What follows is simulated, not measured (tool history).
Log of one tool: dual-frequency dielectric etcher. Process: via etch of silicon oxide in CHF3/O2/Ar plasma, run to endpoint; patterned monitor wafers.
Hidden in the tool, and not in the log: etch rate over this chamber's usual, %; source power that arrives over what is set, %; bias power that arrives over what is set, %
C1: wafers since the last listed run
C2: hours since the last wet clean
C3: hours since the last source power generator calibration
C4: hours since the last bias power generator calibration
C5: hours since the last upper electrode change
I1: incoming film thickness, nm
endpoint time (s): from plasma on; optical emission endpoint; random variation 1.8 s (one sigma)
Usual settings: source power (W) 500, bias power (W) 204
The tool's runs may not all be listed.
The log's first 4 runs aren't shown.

run 5 hour=34.4 | source_power_(W)=500 bias_power_(W)=177 | C1=23 C2=375.3 C3=4680.9 C4=2882.3 C5=3546.2 | I1=545.6 | endpoint_time_(s)=294.7
run 6 hour=43.9 | source_power_(W)=500 bias_power_(W)=204 | C1=28 C2=384.8 C3=4690.4 C4=2891.8 C5=3555.7 | I1=540.9 | endpoint_time_(s)=286.7
run 7 hour=61.3 | source_power_(W)=410 bias_power_(W)=169 | C1=52 C2=402.2 C3=4707.8 C4=2909.2 C5=3573.1 | I1=543.6 | endpoint_time_(s)=325.2
-- hour=88.2 wet clean of the chamber
-- hour=106.3 upper electrode replaced
run 8 hour=106.8 | source_power_(W)=410 bias_power_(W)=169 | C1=10 C2=18.6 C3=4753.3 C4=2954.7 C5=0.5 | I1=538.8 | endpoint_time_(s)=318.1
run 9 hour=107.2 | source_power_(W)=430 bias_power_(W)=204 | C1=1 C2=19.0 C3=4753.7 C4=2955.1 C5=0.9 | I1=537.8 | endpoint_time_(s)=302.5
run 10 hour=109.9 | source_power_(W)=500 bias_power_(W)=204 | C1=8 C2=21.7 C3=4756.4 C4=2957.8 C5=3.6 | I1=542.8 | endpoint_time_(s)=287.6
run 11 hour=127.3 | source_power_(W)=500 bias_power_(W)=204 | C1=52 C2=39.1 C3=4773.8 C4=2975.2 C5=21.0 | I1=544.6 | endpoint_time_(s)=287.6
run 12 hour=145.4 | source_power_(W)=500 bias_power_(W)=204 | C1=54 C2=57.2 C3=4791.9 C4=2993.3 C5=39.1 | I1=545.1 | endpoint_time_(s)=283.3
run 13 hour=158.6 | source_power_(W)=500 bias_power_(W)=204 | C1=39 C2=70.4 C3=4805.1 C4=3006.5 C5=52.3 | I1=538.7 | endpoint_time_(s)=287.0
run 14 hour=165.9 | source_power_(W)=500 bias_power_(W)=204 | C1=22 C2=77.7 C3=4812.4 C4=3013.8 C5=59.6 | I1=550.4 | endpoint_time_(s)=290.0
run 15 hour=183.2 | source_power_(W)=500 bias_power_(W)=204 | C1=52 C2=95.0 C3=4829.7 C4=3031.1 C5=76.9 | I1=549.1 | endpoint_time_(s)=290.0
run 16 hour=190.5 | source_power_(W)=500 bias_power_(W)=204 | C1=22 C2=102.3 C3=4837.0 C4=3038.4 C5=84.2 | I1=538.2 | endpoint_time_(s)=282.4
run 17 hour=202.2 | source_power_(W)=440 bias_power_(W)=204 | C1=35 C2=114.0 C3=4848.7 C4=3050.1 C5=95.9 | I1=544.8 | endpoint_time_(s)=299.8
run 18 hour=212.1 | source_power_(W)=400 bias_power_(W)=189 | C1=29 C2=123.9 C3=4858.6 C4=3060.0 C5=105.8 | I1=536.7 | endpoint_time_(s)=315.0
-- hour=226.4 source power generator calibrated
run 19 hour=226.9 | source_power_(W)=500 bias_power_(W)=204 | C1=32 C2=138.7 C3=0.5 C4=3074.8 C5=120.6 | I1=544.6 | endpoint_time_(s)=288.3
run 20 hour=239.6 | source_power_(W)=450 bias_power_(W)=230 | C1=38 C2=151.4 C3=13.2 C4=3087.5 C5=133.3 | I1=543.7 | endpoint_time_(s)=290.5
run 21 hour=250.5 | source_power_(W)=540 bias_power_(W)=204 | C1=32 C2=162.3 C3=24.1 C4=3098.4 C5=144.2 | I1=547.2 | endpoint_time_(s)=280.6
run 22 hour=261.6 | source_power_(W)=610 bias_power_(W)=220 | C1=33 C2=173.4 C3=35.2 C4=3109.5 C5=155.3 | I1=541.7 | endpoint_time_(s)=257.9
run 23 hour=269.3 | source_power_(W)=440 bias_power_(W)=204 | C1=23 C2=181.1 C3=42.9 C4=3117.2 C5=163.0 | I1=541.7 | endpoint_time_(s)=296.0
-- hour=285.9 bias power generator calibrated
run 24 hour=286.4 | source_power_(W)=420 bias_power_(W)=251 | C1=39 C2=198.2 C3=60.0 C4=0.5 C5=180.1 | I1=540.4 | endpoint_time_(s)=288.8
run 25 hour=292.2 | source_power_(W)=430 bias_power_(W)=167 | C1=17 C2=204.0 C3=65.8 C4=6.3 C5=185.9 | I1=542.9 | endpoint_time_(s)=318.2

Run 26 comes next. What will it give?
run 26 hour=300.4 | source_power_(W)=500 bias_power_(W)=177 | C1=24 C2=212.2 C3=74.0 C4=14.5 C5=194.1 | I1=547.0 | endpoint_time_(s)=?

{"run 26": {"endpoint time (s)": 296.1}}
Without the tool's hidden state the same run would have given endpoint time (s) 296.1.

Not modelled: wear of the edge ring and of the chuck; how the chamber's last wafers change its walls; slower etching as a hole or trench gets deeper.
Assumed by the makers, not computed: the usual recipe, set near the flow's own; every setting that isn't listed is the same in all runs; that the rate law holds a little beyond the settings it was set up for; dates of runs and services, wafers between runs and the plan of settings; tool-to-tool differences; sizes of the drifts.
